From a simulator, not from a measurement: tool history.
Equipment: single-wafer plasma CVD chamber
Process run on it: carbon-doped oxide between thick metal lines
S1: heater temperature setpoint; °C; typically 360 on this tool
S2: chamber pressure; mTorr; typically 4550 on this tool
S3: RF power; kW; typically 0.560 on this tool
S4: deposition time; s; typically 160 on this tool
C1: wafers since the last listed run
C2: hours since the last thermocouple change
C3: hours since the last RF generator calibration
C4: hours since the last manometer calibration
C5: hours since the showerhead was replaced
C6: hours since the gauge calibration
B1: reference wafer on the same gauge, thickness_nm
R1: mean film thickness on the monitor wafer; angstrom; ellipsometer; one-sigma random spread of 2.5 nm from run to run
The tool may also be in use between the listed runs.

run	hour	S1	S2	S3	S4	C1	C2	C3	C4	C5	C6	B1	R1
1	0.0	353	4550	0.485	160	0	2240.7	745.2	2294.0	6798.3	267.1	850.919	7915.83
# hour 16.7: capacitance manometer re-zeroed and calibrated
# hour 24.1: RF generator calibrated
2	24.6	353	4550	0.485	160	67	2265.3	0.5	7.9	6822.9	291.7	850.866	7768.01
3	38.1	353	4550	0.485	160	99	2278.8	14.0	21.4	6836.4	305.2	851.404	7739.96
# hour 52.5: thermocouple changed; heater temperature recalibrated
4	53.1	360	4550	0.560	160	51	0.6	29.0	36.4	6851.4	320.2	850.855	8225.76
# hour 54.0: gauge calibrated
5	69.7	360	4550	0.560	160	122	17.2	45.6	53.0	6868.0	15.7	851.232	8271.85
6	87.3	360	4550	0.560	160	129	34.8	63.2	70.6	6885.6	33.3	850.817	8173.93
# hour 105.8: RF generator calibrated, repeated, since the last time left the tool worse
7	106.3	360	4550	0.560	147	81	53.8	0.5	89.6	6904.6	52.3	851.320	7950.98
# hour 125.2: showerhead replaced
8	125.7	370	4980	0.615	152	84	73.2	19.9	109.0	0.5	71.7	850.549	8490.67
9	128.1	360	4550	0.560	160	17	75.6	22.3	111.4	2.9	74.1	850.730	8590.36
10	141.1	370	4550	0.655	181	96	88.6	35.3	124.4	15.9	87.1	851.172	10301.90
11	147.5	360	3740	0.610	179	47	95.0	41.7	130.8	22.3	93.5	851.565	9787.40
12	158.1	360	4550	0.470	150	78	105.6	52.3	141.4	32.9	104.1	851.381	7390.62
13	168.8	360	4550	0.560	129	79	116.3	63.0	152.1	43.6	114.8	850.936	6966.01
14	183.1	368	4550	0.630	143	105	130.6	77.3	166.4	57.9	129.1	850.589	8012.98
15	194.1	370	5290	0.510	171	81	141.6	88.3	177.4	68.9	140.1	851.025	8776.22
16	209.3	368	4550	0.630	143	112	156.8	103.5	192.6	84.1	155.3	851.045	8006.97
17	226.6	360	4550	0.645	160	127	174.1	120.8	209.9	101.4	172.6	850.721	9217.88
18	234.4	360	4550	0.635	160	57	181.9	128.6	217.7	109.2	180.4	850.355	9118.05
19	251.2	360	4550	0.560	160	124	198.7	145.4	234.5	126.0	197.2	850.743	8578.73
20	265.9	366	5470	0.520	130	108	213.4	160.1	249.2	140.7	211.9	851.174	6780.03
21	282.5	348	4550	0.640	160	122	230.0	176.7	265.8	157.3	228.5	850.890	9358.42
22	291.7	360	4550	0.560	160	67	239.2	185.9	275.0	166.5	237.7	850.657	8557.47
23	302.8	351	4550	0.560	179	81	250.3	197.0	286.1	177.6	248.8	851.337	9722.68
24	320.3	354	4550	0.645	140	129	267.8	214.5	303.6	195.1	266.3	851.096	8105.21
25	336.3	346	3980	0.560	160	118	283.8	230.5	319.6	211.1	282.3	850.951	8694.12
# hour 348.6: gauge calibrated
26	349.1	352	4550	0.560	172	94	296.6	243.3	332.4	223.9	0.5	851.530	9324.26
27	365.5	360	4550	0.560	160	121	313.0	259.7	348.8	240.3	16.9	850.709	8578.03

For each run, the measured value with the value that run would have given without the tool's hidden condition subtracted. The run-to-run variation is shared by both, the gauge scatter possibly not:
Unlogged tool condition in this case: wafer temperature above the value expected at the setpoint (K); delivered RF power above the setpoint (%); true pressure above the setpoint (%); gauge reads high (%).
run	R1
1	-224.66
2	-395.33
3	-398.00
4	-415.42
5	-423.02
6	-423.52
7	-20.47
8	-27.27
9	-28.27
10	-38.30
11	-38.45
12	-33.35
13	-32.25
14	-40.89
15	-49.51
16	-47.79
17	-60.30
18	-62.01
19	-63.12
20	-54.91
21	-78.61
22	-74.50
23	-88.25
24	-78.30
25	-88.65
26	-99.07
27	-95.95
